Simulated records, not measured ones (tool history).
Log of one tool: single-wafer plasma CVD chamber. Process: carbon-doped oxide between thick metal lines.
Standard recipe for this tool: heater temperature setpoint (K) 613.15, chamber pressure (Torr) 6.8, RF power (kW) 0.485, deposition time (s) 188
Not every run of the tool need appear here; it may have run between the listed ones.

run    hour  heater temperature setpoint (K)  chamber pressure (Torr)  RF power (kW)  deposition time (s)  wafers since the last listed run  hours since the last thermocouple change  hours since the last RF generator calibration  hours since the last manometer calibration  hours since the showerhead was replaced  hours since the gauge calibration  read-back reference wafer on the same gauge, thickness_nm  mean film thickness on the monitor wafer (nm)
  1       0                           613.15                      6.8          0.485                  188                                 0                                     216.2                                         1157.7                                      3083.5                                   4004.6                             2786.8                                                   1199.665                                         999.61
  2    88.9                           613.15                      6.8          0.485                  188                               674                                     305.1                                         1246.6                                      3172.4                                   4093.5                             2875.7                                                   1200.485                                       1000.369
      158.7  -- capacitance manometer re-zeroed and calibrated
  3   188.1                           613.15                      6.8          0.485                  188                               692                                     404.3                                         1345.8                                        29.4                                   4192.7                             2974.9                                                   1198.194                                        999.984
      257.9  -- RF generator calibrated
  4     292                           613.15                      6.8          0.485                  188                               728                                     508.2                                           34.1                                       133.3                                   4296.6                             3078.8                                                   1201.534                                       1001.209
  5   378.7                           613.15                      6.8          0.485                  188                               658                                     594.9                                          120.8                                         220                                   4383.3                             3165.5                                                   1198.413                                       1002.086
      439.5  -- thermocouple changed; heater temperature recalibrated, repeated, since the last time left the tool worse
  6   466.3                           613.15                      6.8          0.485                  188                               604                                      26.8                                          208.4                                       307.6                                   4470.9                             3253.1                                                   1199.542                                       1016.638
  7   524.3                           605.15                     5.73          0.485                  156                               440                                      84.8                                          266.4                                       365.6                                   4528.9                             3311.1                                                   1199.846                                        852.262
  8   572.7                           606.15                     7.27          0.485                  202                               367                                     133.2                                          314.8                                         414                                   4577.3                             3359.5                                                   1199.542                                       1113.465
  9   622.6                           602.15                     6.24           0.43                  206                               378                                     183.1                                          364.7                                       463.9                                   4627.2                             3409.4                                                   1200.338                                        1032.58
 10   703.4                           607.15                     7.64            0.4                  160                               613                                     263.9                                          445.5                                       544.7                                     4708                             3490.2                                                   1200.313                                        745.822
      756.3  -- showerhead replaced
 11   809.1                           613.15                      6.8          0.485                  188                               741                                     369.6                                          551.2                                       650.4                                     52.8                             3595.9                                                    1199.05                                       1020.714
 12   907.5                           613.15                      6.8          0.485                  188                               747                                       468                                          649.6                                       748.8                                    151.2                             3694.3                                                   1200.589                                       1027.065
 13   962.3                           625.15                     5.27          0.435                  156                               416                                     522.8                                          704.4                                       803.6                                      206                             3749.1                                                   1201.552                                        730.871
 14  1006.3                           600.15                     6.07          0.485                  223                               334                                     566.8                                          748.4                                       847.6                                      250                             3793.1                                                   1199.448                                        1253.25
 15  1063.3                           613.15                      6.8          0.445                  188                               432                                     623.8                                          805.4                                       904.6                                      307                             3850.1                                                   1199.027                                        957.697
     1090.1  -- gauge calibrated
 16  1166.5                           613.15                      6.8          0.485                  188                               783                                       727                                          908.6                                      1007.8                                    410.2                               76.4                                                   1200.363                                       1024.251
 17  1233.5                           619.15                     5.71          0.485                  207                               508                                       794                                          975.6                                      1074.8                                    477.2                              143.4                                                   1201.254                                        1097.21
 18  1335.2                           613.15                     6.19           0.45                  157                               772                                     895.7                                         1077.3                                      1176.5                                    578.9                              245.1                                                   1202.313                                        804.141
 19    1392                           613.15                     6.26          0.485                  212                               431                                     952.5                                         1134.1                                      1233.3                                    635.7                              301.9                                                   1199.375                                       1155.283
     1485.5  -- thermocouple changed; heater temperature recalibrated
 20    1486                           618.15                     5.83           0.41                  205                               652                                       0.5                                         1228.1                                      1327.3                                    729.7                              395.9                                                   1199.333                                         928.04
       1721  -- RF generator calibrated
 21  1773.6                           613.15                      6.8          0.485                  188                              2122                                     288.1                                           52.6                                      1614.9                                   1017.3                              683.5                                                   1199.695                                       1020.476
 22    1878                           613.15                     7.26          0.405                  218                               792                                     392.5                                            157                                      1719.3                                   1121.7                              787.9                                                    1199.18                                        1011.67
 23  1966.7                           613.15                      6.8          0.485                  188                               673                                     481.2                                          245.7                                        1808                                   1210.4                              876.6                                                   1199.605                                       1026.738
 24  2005.1                           613.15                      6.8          0.485                  188                               291                                     519.6                                          284.1                                      1846.4                                   1248.8                                915                                                   1199.407                                       1029.422
 25    2100                           618.15                      6.8          0.485                  188                               720                                     614.5                                            379                                      1941.3                                   1343.7                             1009.9                                                   1199.914                                       1017.298
 26  2206.2                           613.15                     5.22           0.53                  212                               806                                     720.7                                          485.2                                      2047.5                                   1449.9                             1116.1                                                   1200.757                                       1211.254
 27  2303.7                           613.15                     5.74          0.485                  188                               740                                     818.2                                          582.7                                        2145                                   1547.4                             1213.6                                                   1200.647                                       1021.509

Predict each of these 5 candidate next runs independently; none follows another, all start after run 27:
  A  2304.2                           613.15                      6.8          0.485                  188                                 3                                     818.7                                          583.2                                      2145.5                                   1547.9                             1214.1                                                          ?                                              ?
  B  2304.2                           627.15                      6.8           0.57                  153                                 3                                     818.7                                          583.2                                      2145.5                                   1547.9                             1214.1                                                          ?                                              ?
  C  2304.2                           608.15                      6.8          0.485                  172                                 3                                     818.7                                          583.2                                      2145.5                                   1547.9                             1214.1                                                          ?                                              ?
  D  2304.2                           613.15                      6.8          0.485                  162                                 3                                     818.7                                          583.2                                      2145.5                                   1547.9                             1214.1                                                          ?                                              ?
  E  2304.2                           613.15                      7.4          0.485                  218                                 3                                     818.7                                          583.2                                      2145.5                                   1547.9                             1214.1                                                          ?                                              ?

run  read-back reference wafer on the same gauge, thickness_nm  mean film thickness on the monitor wafer (nm)
  A                                                   1201.474                                       1029.997
  B                                                   1201.474                                        911.147
  C                                                   1201.474                                        956.868
  D                                                   1201.474                                        887.959
  E                                                   1201.474                                       1200.208
Without the tool's unlogged condition, the same runs would have read:
run  mean film thickness on the monitor wafer (nm)
  A                                       1018.896
  B                                        902.992
  C                                        946.385
  D                                        878.389
  E                                       1187.272
